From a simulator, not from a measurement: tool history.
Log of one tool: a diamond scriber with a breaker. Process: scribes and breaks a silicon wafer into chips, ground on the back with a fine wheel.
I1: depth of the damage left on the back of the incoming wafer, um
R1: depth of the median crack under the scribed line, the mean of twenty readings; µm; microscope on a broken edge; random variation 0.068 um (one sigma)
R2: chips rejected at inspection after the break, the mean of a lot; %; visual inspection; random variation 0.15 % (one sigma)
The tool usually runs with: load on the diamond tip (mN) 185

Run 1, hour 0.0: usual settings but load on the diamond tip (mN) 155; I1 1.89. Result: R1 7.63 µm, R2 2.40 %.
Run 2, hour 97.2: usual settings but load on the diamond tip (mN) 155; I1 2.91. Result: R1 7.61 µm, R2 5.28 %.
Run 3, hour 133.7: usual settings; I1 2.29. Result: R1 8.39 µm, R2 2.18 %.
At hour 177.0: diamond tip replaced by a new one.
Run 4, hour 215.6: usual settings; I1 2.96. Result: R1 8.57 µm, R2 3.63 %.
Run 5, hour 253.7: usual settings; I1 2.51. Result: R1 8.48 µm, R2 2.86 %.
Run 6, hour 312.5: usual settings; I1 2.33. Result: R1 8.56 µm, R2 2.45 %.
At hour 540.1: diamond tip replaced by a new one.
Run 7, hour 603.0: usual settings; I1 2.70. Result: R1 8.54 µm, R2 3.26 %.
Run 8, hour 674.6: usual settings but load on the diamond tip (mN) 158; I1 1.54. Result: R1 7.81 µm, R2 1.55 %.
Run 9, hour 781.0: usual settings but load on the diamond tip (mN) 158; I1 2.53. Result: R1 7.88 µm, R2 3.55 %.
Run 10, hour 851.3: usual settings; I1 1.98. Result: R1 8.49 µm, R2 1.73 %.
Run 11, hour 902.9: usual settings but load on the diamond tip (mN) 209; I1 2.29. Result: R1 9.10 µm, R2 2.99 %.
At hour 907.5: diamond tip replaced by a new one.
Run 12, hour 941.2: usual settings; I1 2.40. Result: R1 8.82 µm, R2 2.80 %.
Run 13, hour 1005.7: usual settings but load on the diamond tip (mN) 220; I1 1.72. Result: R1 9.43 µm, R2 3.29 %.
Run 14, hour 1110.9: usual settings but load on the diamond tip (mN) 208; I1 2.66. Result: R1 9.23 µm, R2 3.87 %.
Run 15, hour 1166.7: usual settings but load on the diamond tip (mN) 202; I1 2.74. Result: R1 9.01 µm, R2 4.20 %.
At hour 1179.4: load on the tip recalibrated.
At hour 1191.4: diamond tip replaced by a new one.
Run 16, hour 1221.4: usual settings but load on the diamond tip (mN) 167; I1 1.67. Result: R1 7.55 µm, R2 2.26 %.
Run 17, hour 1460.7: usual settings but load on the diamond tip (mN) 162; I1 1.84. Result: R1 7.42 µm, R2 2.81 %.
At hour 1507.5: diamond tip replaced by a new one.
Run 18, hour 1541.5: usual settings but load on the diamond tip (mN) 205; I1 2.55. Result: R1 8.86 µm, R2 3.23 %.
Run 19, hour 1624.6: usual settings but load on the diamond tip (mN) 148; I1 2.14. Result: R1 7.16 µm, R2 4.63 %.

Consider 3 possible next runs. They are alternatives, not a sequence: every one starts from the tool as it was left by run 19. What does each give?
Run A, hour 1625.2: usual settings but load on the diamond tip (mN) 203; I1 2.25. Result: R1 ?, R2 ?.
Run B, hour 1625.2: usual settings but load on the diamond tip (mN) 161; I1 2.25. Result: R1 ?, R2 ?.
Run C, hour 1625.2: usual settings but load on the diamond tip (mN) 212; I1 2.25. Result: R1 ?, R2 ?.

run    R1    R2
  A  8.71  2.24
  B  7.65  3.32
  C  8.93  2.46
Stripped of hidden state, with their random variation kept, the same runs would have yielded:
run    R1    R2
  A  8.77  2.28
  B  7.70  3.17
  C  8.99  2.54

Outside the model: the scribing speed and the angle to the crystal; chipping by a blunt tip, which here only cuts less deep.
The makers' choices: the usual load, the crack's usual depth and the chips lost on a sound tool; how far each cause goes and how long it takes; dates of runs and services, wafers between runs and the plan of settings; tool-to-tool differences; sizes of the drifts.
